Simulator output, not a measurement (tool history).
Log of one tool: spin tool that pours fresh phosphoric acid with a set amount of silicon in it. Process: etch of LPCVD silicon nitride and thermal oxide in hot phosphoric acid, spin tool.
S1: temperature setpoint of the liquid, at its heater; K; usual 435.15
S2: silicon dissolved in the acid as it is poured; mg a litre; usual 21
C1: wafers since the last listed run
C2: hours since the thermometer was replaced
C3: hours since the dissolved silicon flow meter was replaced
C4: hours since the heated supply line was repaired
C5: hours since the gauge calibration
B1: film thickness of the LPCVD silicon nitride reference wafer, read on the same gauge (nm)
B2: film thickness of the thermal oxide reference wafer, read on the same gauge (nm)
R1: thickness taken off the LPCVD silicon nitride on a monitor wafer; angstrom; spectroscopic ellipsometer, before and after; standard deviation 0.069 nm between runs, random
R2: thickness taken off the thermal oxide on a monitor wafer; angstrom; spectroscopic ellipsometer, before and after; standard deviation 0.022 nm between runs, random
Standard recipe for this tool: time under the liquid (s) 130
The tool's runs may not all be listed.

Run 1, hour 0: usual settings; C1 0; C2 1335.5; C3 79.5; C4 1844; C5 717.8; B1 60.01; B2 109.988. Result: R1 118.5 angstrom, R2 2.05 angstrom.
At hour 18.2: heated supply line repaired.
Run 2, hour 31.1: usual settings; C1 235; C2 1366.6; C3 110.6; C4 12.9; C5 748.9; B1 60; B2 110.002. Result: R1 128.5 angstrom, R2 2.5 angstrom.
Run 3, hour 51.5: usual settings; C1 159; C2 1387; C3 131; C4 33.3; C5 769.3; B1 60; B2 109.984. Result: R1 128.6 angstrom, R2 2.62 angstrom.
Run 4, hour 84.7: usual settings; C1 260; C2 1420.2; C3 164.2; C4 66.5; C5 802.5; B1 60; B2 110.035. Result: R1 128.3 angstrom, R2 2.38 angstrom.
At hour 86.9: gauge calibrated.
Run 5, hour 101.9: usual settings; C1 134; C2 1437.4; C3 181.4; C4 83.7; C5 15; B1 59.99; B2 109.988. Result: R1 127.9 angstrom, R2 2.96 angstrom.
Run 6, hour 137.7: usual settings but time under the liquid (s) 100; C1 280; C2 1473.2; C3 217.2; C4 119.5; C5 50.8; B1 60.01; B2 110.02. Result: R1 97.9 angstrom, R2 1.96 angstrom.
Run 7, hour 160.3: usual settings; C1 177; C2 1495.8; C3 239.8; C4 142.1; C5 73.4; B1 60.02; B2 109.992. Result: R1 127.7 angstrom, R2 2.48 angstrom.
Run 8, hour 188.5: usual settings but S1 436.15 K, S2 5.5 mg a litre, time under the liquid (s) 205; C1 220; C2 1524; C3 268; C4 170.3; C5 101.6; B1 60.01; B2 110.001. Result: R1 207.2 angstrom, R2 6.03 angstrom.
Run 9, hour 214.3: usual settings but time under the liquid (s) 190; C1 202; C2 1549.8; C3 293.8; C4 196.1; C5 127.4; B1 59.98; B2 110.012. Result: R1 186.2 angstrom, R2 3.25 angstrom.
At hour 228.5: thermometer replaced.
Run 10, hour 249.5: usual settings; C1 267; C2 21; C3 329; C4 231.3; C5 162.6; B1 59.99; B2 110.016. Result: R1 126.9 angstrom, R2 2.44 angstrom.
Run 11, hour 264.6: usual settings but S1 432.15 K, S2 35 mg a litre, time under the liquid (s) 70; C1 118; C2 36.1; C3 344.1; C4 246.4; C5 177.7; B1 59.99; B2 109.997. Result: R1 62 angstrom, R2 0.57 angstrom.
Run 12, hour 293.1: usual settings but S1 436.65 K, S2 26 mg a litre, time under the liquid (s) 105; C1 223; C2 64.6; C3 372.6; C4 274.9; C5 206.2; B1 60; B2 109.985. Result: R1 107.3 angstrom, R2 1.59 angstrom.
Run 13, hour 308.7: usual settings but S1 432.65 K; C1 122; C2 80.2; C3 388.2; C4 290.5; C5 221.8; B1 60.01; B2 110.038. Result: R1 117.4 angstrom, R2 1.93 angstrom.
Run 14, hour 343.3: usual settings but S1 437.15 K, S2 4.5 mg a litre, time under the liquid (s) 65; C1 271; C2 114.8; C3 422.8; C4 325.1; C5 256.4; B1 60.03; B2 109.953. Result: R1 67.2 angstrom, R2 1.69 angstrom.
At hour 362.7: dissolved silicon flow meter replaced.
Run 15, hour 370.7: usual settings but S1 432.65 K, S2 33 mg a litre, time under the liquid (s) 65; C1 206; C2 142.2; C3 8; C4 352.5; C5 283.8; B1 59.97; B2 110.012. Result: R1 57.5 angstrom, R2 0.49 angstrom.
Run 16, hour 398.8: usual settings but S2 31.5 mg a litre, time under the liquid (s) 75; C1 220; C2 170.3; C3 36.1; C4 380.6; C5 311.9; B1 60.02; B2 110.014. Result: R1 73.2 angstrom, R2 0.95 angstrom.
Run 17, hour 413.8: usual settings but S1 433.65 K; C1 117; C2 185.3; C3 51.1; C4 395.6; C5 326.9; B1 60.04; B2 109.998. Result: R1 119.2 angstrom, R2 2.32 angstrom.
Run 18, hour 429.3: usual settings but S1 436.15 K, S2 31 mg a litre, time under the liquid (s) 70; C1 121; C2 200.8; C3 66.6; C4 411.1; C5 342.4; B1 60.01; B2 109.99. Result: R1 70.2 angstrom, R2 1 angstrom.
Run 19, hour 473: usual settings but S2 25.5 mg a litre, time under the liquid (s) 75; C1 342; C2 244.5; C3 110.3; C4 454.8; C5 386.1; B1 60.03; B2 109.953. Result: R1 72.8 angstrom, R2 1.04 angstrom.
Run 20, hour 488.4: usual settings; C1 120; C2 259.9; C3 125.7; C4 470.2; C5 401.5; B1 60; B2 110. Result: R1 125.7 angstrom, R2 1.93 angstrom.
Run 21, hour 505.6: usual settings but S1 436.15 K, S2 8.5 mg a litre, time under the liquid (s) 65; C1 134; C2 277.1; C3 142.9; C4 487.4; C5 418.7; B1 60.02; B2 109.982. Result: R1 64.4 angstrom, R2 1.59 angstrom.
Run 22, hour 536.2: usual settings but S1 433.65 K, S2 11.5 mg a litre, time under the liquid (s) 55; C1 239; C2 307.7; C3 173.5; C4 518; C5 449.3; B1 60; B2 110.02. Result: R1 50.4 angstrom, R2 1.14 angstrom.

What was the tool's hidden state at every run in the log?
liquid hotter than its thermometer reads (K): 0 on each run
dissolved silicon flow above the setpoint (%): 0 on each run
gauge reads high (%): 0 on each run
H1: temperature lost on the way to the wafer (K)
run     H1
  1   2.88
  2  0.545
  3  0.576
  4  0.627
  5  0.653
  6  0.707
  7  0.741
  8  0.784
  9  0.824
 10  0.877
 11    0.9
 12  0.943
 13  0.967
 14   1.02
 15   1.06
 16    1.1
 17   1.13
 18   1.15
 19   1.22
 20   1.24
 21   1.27
 22   1.31
